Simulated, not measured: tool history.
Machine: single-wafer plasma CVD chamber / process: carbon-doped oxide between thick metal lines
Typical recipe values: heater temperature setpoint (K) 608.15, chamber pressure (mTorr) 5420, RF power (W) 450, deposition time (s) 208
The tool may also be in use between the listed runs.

run,hour,heater temperature setpoint (K),chamber pressure (mTorr),RF power (W),deposition time (s),wafers since the last listed run,hours since the last thermocouple change,hours since the last RF generator calibration,hours since the last manometer calibration,hours since the showerhead was replaced,hours since the gauge calibration,"read-back reference wafer on the same gauge, thickness_nm",mean film thickness on the monitor wafer (nm)
1,0.0,608.15,5420,450,208,0,2070.7,1082.3,1932.8,6824.4,245.1,1150.493,967.035
2,68.4,608.15,5420,450,208,488,2139.1,1150.7,2001.2,6892.8,313.5,1151.314,963.012
3,108.7,608.15,5420,450,208,288,2179.4,1191.0,2041.5,6933.1,353.8,1152.442,964.888
4,166.7,608.15,5420,475,208,414,2237.4,1249.0,2099.5,6991.1,411.8,1150.812,1016.048
5,235.7,601.15,5420,450,208,493,2306.4,1318.0,2168.5,7060.1,480.8,1151.398,974.930
6,303.6,600.15,5420,450,208,485,2374.3,1385.9,2236.4,7128.0,548.7,1153.142,977.575
7,332.5,600.15,5420,450,208,206,2403.2,1414.8,2265.3,7156.9,577.6,1151.178,978.731
8,400.4,608.15,5420,410,208,485,2471.1,1482.7,2333.2,7224.8,645.5,1150.986,865.568
9,446.3,608.15,5420,410,208,328,2517.0,1528.6,2379.1,7270.7,691.4,1151.079,865.722
# hour 465.2: capacitance manometer re-zeroed and calibrated
10,472.4,608.15,5420,410,208,129,2543.1,1554.7,7.2,7296.8,717.5,1151.370,857.509
11,550.6,608.15,5420,450,208,558,2621.3,1632.9,85.4,7375.0,795.7,1152.502,937.678
# hour 603.4: showerhead replaced
12,618.4,616.15,5420,450,208,427,2689.1,1700.7,153.2,15.0,863.5,1151.138,927.602
13,685.9,616.15,5420,450,208,482,2756.6,1768.2,220.7,82.5,931.0,1152.549,921.171
# hour 711.9: gauge calibrated
14,717.5,603.15,4220,450,208,225,2788.2,1799.8,252.3,114.1,5.6,1149.431,929.190
15,786.2,598.15,5420,450,232,491,2856.9,1868.5,321.0,182.8,74.3,1150.386,1080.465
16,842.0,602.15,4310,450,185,398,2912.7,1924.3,376.8,238.6,130.1,1150.738,821.105
17,868.0,597.15,5420,450,196,185,2938.7,1950.3,402.8,264.6,156.1,1151.739,917.694
18,914.4,608.15,5420,450,248,331,2985.1,1996.7,449.2,311.0,202.5,1151.904,1122.010
19,942.9,621.15,6190,380,241,203,3013.6,2025.2,477.7,339.5,231.0,1150.855,892.839
# hour 956.7: thermocouple changed; heater temperature recalibrated
# hour 960.9: RF generator calibrated
20,974.0,608.15,6400,505,208,134,17.3,13.1,508.8,370.6,262.1,1152.368,1108.284
21,1008.6,608.15,5420,450,184,247,51.9,47.7,543.4,405.2,296.7,1151.455,872.932
22,1061.8,608.15,5420,475,220,380,105.1,100.9,596.6,458.4,349.9,1152.215,1100.588
23,1115.2,608.15,5420,385,208,381,158.5,154.3,650.0,511.8,403.3,1151.444,834.808
24,1168.1,608.15,4420,450,192,378,211.4,207.2,702.9,564.7,456.2,1151.254,879.167
25,1201.0,608.15,5420,450,208,235,244.3,240.1,735.8,597.6,489.1,1151.353,981.114
26,1243.2,608.15,5420,450,208,301,286.5,282.3,778.0,639.8,531.3,1149.502,981.493
27,1307.7,608.15,5420,490,208,461,351.0,346.8,842.5,704.3,595.8,1151.877,1062.274

Predict each of these 3 candidate next runs independently; none follows another, all start after run 27:
A,1308.2,608.15,4510,450,208,3,351.5,347.3,843.0,704.8,596.3,?,?
B,1308.2,608.15,4200,365,237,3,351.5,347.3,843.0,704.8,596.3,?,?
C,1308.2,622.15,4690,450,184,3,351.5,347.3,843.0,704.8,596.3,?,?

run,"read-back reference wafer on the same gauge, thickness_nm",mean film thickness on the monitor wafer (nm)
A,1150.670,948.743
B,1150.670,852.167
C,1150.670,815.533
With the hidden condition removed and each run's random variation left untouched, the same runs would have given:
run,mean film thickness on the monitor wafer (nm)
A,959.750
B,862.489
C,824.994
